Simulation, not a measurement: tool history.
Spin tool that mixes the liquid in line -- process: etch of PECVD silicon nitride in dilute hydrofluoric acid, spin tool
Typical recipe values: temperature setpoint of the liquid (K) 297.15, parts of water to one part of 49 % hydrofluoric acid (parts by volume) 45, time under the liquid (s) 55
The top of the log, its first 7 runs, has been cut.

run      day  temperature setpoint of the liquid (K)  parts of water to one part of 49 % hydrofluoric acid (parts by volume)  time under the liquid (s)  read-back film thickness of the PECVD silicon nitride reference wafer, read on the same gauge (nm)  thickness taken off the PECVD silicon nitride on a monitor wafer (Å)
  8   22.321                                  293.15                                                                      55                         20                                                                                              149.98                                                                  18.5
  9   23.992                                  301.65                                                                      35                         30                                                                                              150.02                                                                  76.0
      24.479  -- thermometer replaced
 10   27.583                                  299.65                                                                      35                         25                                                                                              149.99                                                                  51.5
 11   29.417                                  297.15                                                                      45                         55                                                                                              149.99                                                                  75.2
 12   31.321                                  298.65                                                                      45                         40                                                                                              149.98                                                                  60.8
 13   35.654                                  297.15                                                                      45                         40                                                                                              149.98                                                                  55.9
      36.696  -- gauge calibrated
 14   38.842                                  297.15                                                                      45                         55                                                                                              149.96                                                                  76.2
 15   42.096                                  297.15                                                                      45                         55                                                                                              150.01                                                                  76.3
 16   46.425                                  295.65                                                                      30                         20                                                                                              150.00                                                                  37.7
 17   47.958                                  295.15                                                                      30                         40                                                                                              149.99                                                                  73.0
 18   51.817                                  297.15                                                                      50                         35                                                                                              150.01                                                                  44.4
 19   56.192                                  295.65                                                                      30                         20                                                                                              149.97                                                                  37.8
 20   60.658                                  297.15                                                                      35                         85                                                                                              149.97                                                                 155.6
 21   63.229                                  300.15                                                                      60                         25                                                                                              150.00                                                                  33.0
 22   66.842                                  297.15                                                                      45                         55                                                                                              150.01                                                                  78.6
      70.167  -- hydrofluoric acid flow meter replaced
 23   78.783                                  297.15                                                                      45                         55                                                                                              150.02                                                                  77.6
 24   81.592                                  297.15                                                                      45                         55                                                                                              150.03                                                                  77.2
 25   86.050                                  297.15                                                                      65                         55                                                                                              149.98                                                                  54.6
 26   89.729                                  297.15                                                                      45                         55                                                                                              150.00                                                                  78.4
 27   92.646                                  295.15                                                                      35                         80                                                                                              149.99                                                                 128.3
      94.829  -- thermometer replaced
 28   96.217                                  293.65                                                                      45                         70                                                                                              150.00                                                                  73.0
 29   99.833                                  294.65                                                                      45                         90                                                                                              150.00                                                                 101.6
 30  103.417                                  294.65                                                                      25                         55                                                                                              150.00                                                                 110.4
 31  105.817                                  297.15                                                                      45                         55                                                                                              149.98                                                                  74.6

5 options for the next run, each taken on its own from the tool as it stands now. Forecast them:
  A  105.833                                  297.15                                                                      45                         55                                                                                                   ?                                                                     ?
  B  105.833                                  300.65                                                                      45                         55                                                                                                   ?                                                                     ?
  C  105.833                                  292.65                                                                      60                         55                                                                                                   ?                                                                     ?
  D  105.833                                  297.15                                                                      35                         55                                                                                                   ?                                                                     ?
  E  105.833                                  297.15                                                                      45                         45                                                                                                   ?                                                                     ?

run  read-back film thickness of the PECVD silicon nitride reference wafer, read on the same gauge (nm)  thickness taken off the PECVD silicon nitride on a monitor wafer (Å)
  A                                                                                              149.96                                                                  74.8
  B                                                                                              149.96                                                                  94.4
  C                                                                                              149.96                                                                  41.5
  D                                                                                              149.96                                                                  95.5
  E                                                                                              149.96                                                                  61.2
Stripped of hidden state, with their random variation kept, the same runs would have yielded:
run  thickness taken off the PECVD silicon nitride on a monitor wafer (Å)
  A                                                                  72.9
  B                                                                  92.1
  C                                                                  40.5
  D                                                                  93.1
  E                                                                  59.6
